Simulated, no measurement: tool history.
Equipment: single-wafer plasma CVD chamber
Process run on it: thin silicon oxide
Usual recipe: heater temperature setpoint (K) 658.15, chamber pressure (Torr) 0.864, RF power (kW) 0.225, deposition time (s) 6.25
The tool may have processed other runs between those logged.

run	hour	heater temperature setpoint (K)	chamber pressure (Torr)	RF power (kW)	deposition time (s)	wafers since the last listed run	hours since the last thermocouple change	hours since the last RF generator calibration	hours since the last manometer calibration	hours since the showerhead was replaced	hours since the gauge calibration	read-back reference wafer on the same gauge, thickness_nm	mean film thickness on the monitor wafer (nm)
1	0.0	650.15	0.864	0.225	6.59	0	1049.0	1510.1	1303.6	5180.2	471.5	9.900	11.847
2	32.6	650.15	0.864	0.225	6.59	872	1081.6	1542.7	1336.2	5212.8	504.1	9.890	11.847
3	53.7	658.15	0.864	0.225	6.25	564	1102.7	1563.8	1357.3	5233.9	525.2	9.900	11.123
4	86.4	658.15	0.864	0.225	6.25	875	1135.4	1596.5	1390.0	5266.6	557.9	9.892	11.234
5	118.3	658.15	0.864	0.225	6.25	854	1167.3	1628.4	1421.9	5298.5	589.8	9.894	11.151
6	142.1	658.15	0.864	0.205	5.44	637	1191.1	1652.2	1445.7	5322.3	613.6	9.902	9.127
7	154.8	658.15	0.864	0.205	5.44	340	1203.8	1664.9	1458.4	5335.0	626.3	9.891	9.184
8	190.0	658.15	0.864	0.225	6.25	942	1239.0	1700.1	1493.6	5370.2	661.5	9.902	11.127
9	203.0	658.15	0.864	0.225	6.25	348	1252.0	1713.1	1506.6	5383.2	674.5	9.889	11.157
10	223.6	658.15	0.864	0.225	6.25	551	1272.6	1733.7	1527.2	5403.8	695.1	9.910	11.108
11	235.7	646.15	0.864	0.225	6.25	323	1284.7	1745.8	1539.3	5415.9	707.2	9.899	11.173
# hour 254.4: thermocouple changed; heater temperature recalibrated
12	256.2	664.15	0.996	0.225	6.25	334	1.8	1766.3	1559.8	5436.4	727.7	9.912	12.560
# hour 277.6: gauge calibrated
13	289.3	663.15	1.057	0.185	6.62	886	34.9	1799.4	1592.9	5469.5	11.7	9.900	12.420
# hour 308.1: showerhead replaced
# hour 325.8: RF generator calibrated
14	326.3	658.15	0.999	0.225	6.25	562	71.9	0.5	1629.9	18.2	48.7	9.896	13.183
15	350.5	651.15	0.926	0.195	5.10	647	96.1	24.7	1654.1	42.4	72.9	9.896	9.381
16	372.8	658.15	0.864	0.225	6.25	597	118.4	47.0	1676.4	64.7	95.2	9.884	11.643
# hour 385.4: capacitance manometer re-zeroed and calibrated
17	397.4	648.15	0.795	0.225	6.84	444	143.0	71.6	12.0	89.3	119.8	9.911	11.684
18	417.1	658.15	0.864	0.225	6.25	527	162.7	91.3	31.7	109.0	139.5	9.899	11.544
19	435.4	645.15	0.864	0.260	5.51	489	181.0	109.6	50.0	127.3	157.8	9.897	10.976
20	520.7	658.15	0.864	0.195	5.65	2283	266.3	194.9	135.3	212.6	243.1	9.895	9.667
21	553.7	658.15	0.936	0.240	6.25	883	299.3	227.9	168.3	245.6	276.1	9.888	12.777

Alternative continuations, all from the tool just after run 21; predict every row:
A	554.1	658.15	0.864	0.225	7.13	10	299.7	228.3	168.7	246.0	276.5	?	?
B	554.1	658.15	1.023	0.225	5.68	10	299.7	228.3	168.7	246.0	276.5	?	?
C	554.1	645.15	0.755	0.245	6.25	10	299.7	228.3	168.7	246.0	276.5	?	?
D	554.1	658.15	0.864	0.225	6.64	10	299.7	228.3	168.7	246.0	276.5	?	?

run	read-back reference wafer on the same gauge, thickness_nm	mean film thickness on the monitor wafer (nm)
A	9.911	13.152
B	9.911	12.170
C	9.911	10.531
D	9.911	12.250
What these runs would have given with no unlogged condition in the tool:
run	mean film thickness on the monitor wafer (nm)
A	13.301
B	12.308
C	10.650
D	12.389
